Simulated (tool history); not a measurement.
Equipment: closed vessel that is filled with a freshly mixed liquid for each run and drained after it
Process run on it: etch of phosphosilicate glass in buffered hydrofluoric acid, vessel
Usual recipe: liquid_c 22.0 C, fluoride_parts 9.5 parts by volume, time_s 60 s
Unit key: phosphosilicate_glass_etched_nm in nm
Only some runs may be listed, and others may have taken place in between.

| run | hour | liquid_c | fluoride_parts | time_s | read-back film thickness of the phosphosilicate glass reference wafer, read on the same gauge (nm) | phosphosilicate_glass_etched_nm |
|---|---|---|---|---|---|---|
| 1 | 0.0 | 23.0 | 9.5 | 80 | 119.98 | 333.82 |
| 2 | 97.2 | 22.0 | 9.5 | 60 | 119.97 | 233.00 |
| 3 | 179.5 | 22.0 | 11.5 | 75 | 119.95 | 249.49 |
| 4 | 262.7 | 22.0 | 9.5 | 50 | 119.98 | 196.01 |
| 5 | 370.5 | 22.0 | 9.5 | 50 | 119.99 | 195.01 |
|  | 410.3 | gauge calibrated |
| 6 | 452.6 | 22.0 | 9.5 | 60 | 119.97 | 230.50 |
|  | 459.9 | hydrofluoric acid flow meter replaced |
| 7 | 559.9 | 22.0 | 9.5 | 60 | 120.01 | 229.52 |
| 8 | 633.5 | 22.0 | 9.5 | 60 | 120.04 | 224.67 |
| 9 | 707.8 | 22.0 | 9.5 | 60 | 120.01 | 227.41 |
| 10 | 745.0 | 22.0 | 9.5 | 60 | 120.00 | 229.49 |
| 11 | 826.3 | 22.0 | 9.5 | 60 | 119.93 | 226.38 |
| 12 | 897.8 | 18.5 | 7.5 | 95 | 119.96 | 369.79 |
| 13 | 1010.6 | 18.5 | 7.5 | 95 | 119.99 | 363.28 |
|  | 1087.4 | hydrofluoric acid flow meter replaced |
| 14 | 1108.4 | 22.0 | 12.5 | 60 | 120.04 | 174.59 |
| 15 | 1206.9 | 25.0 | 11.5 | 60 | 119.94 | 221.15 |
| 16 | 1268.1 | 22.0 | 12.0 | 30 | 119.97 | 89.40 |
| 17 | 1323.7 | 19.0 | 8.0 | 95 | 119.99 | 346.05 |
| 18 | 1410.2 | 22.0 | 12.5 | 60 | 120.01 | 170.88 |
| 19 | 1464.1 | 22.0 | 9.5 | 85 | 120.00 | 310.45 |
| 20 | 1558.3 | 22.0 | 6.0 | 80 | 120.01 | 452.59 |
| 21 | 1662.8 | 22.0 | 9.5 | 60 | 120.01 | 211.93 |
|  | 1812.5 | hydrofluoric acid flow meter replaced |
|  | 1816.3 | thermometer replaced |
| 22 | 1816.8 | 23.5 | 9.5 | 60 | 120.01 | 255.57 |
| 23 | 1855.6 | 22.0 | 9.5 | 35 | 120.01 | 138.68 |
| 24 | 1952.0 | 19.5 | 9.5 | 60 | 119.96 | 204.93 |
| 25 | 1990.0 | 22.0 | 13.5 | 60 | 119.98 | 171.11 |
| 26 | 2066.7 | 27.0 | 11.5 | 60 | 119.95 | 259.61 |
| 27 | 2124.2 | 24.0 | 8.0 | 50 | 120.00 | 254.24 |

For run 28, what comes out?
| 28 | 2204.7 | 26.0 | 7.0 | 70 | ? | ? |

{"run 28": {"read-back film thickness of the phosphosilicate glass reference wafer, read on the same gauge (nm)": 119.98, "phosphosilicate_glass_etched_nm": 461.79}}
The same run, on a tool lacking any hidden state, would have yielded phosphosilicate_glass_etched_nm 479.53 nm.

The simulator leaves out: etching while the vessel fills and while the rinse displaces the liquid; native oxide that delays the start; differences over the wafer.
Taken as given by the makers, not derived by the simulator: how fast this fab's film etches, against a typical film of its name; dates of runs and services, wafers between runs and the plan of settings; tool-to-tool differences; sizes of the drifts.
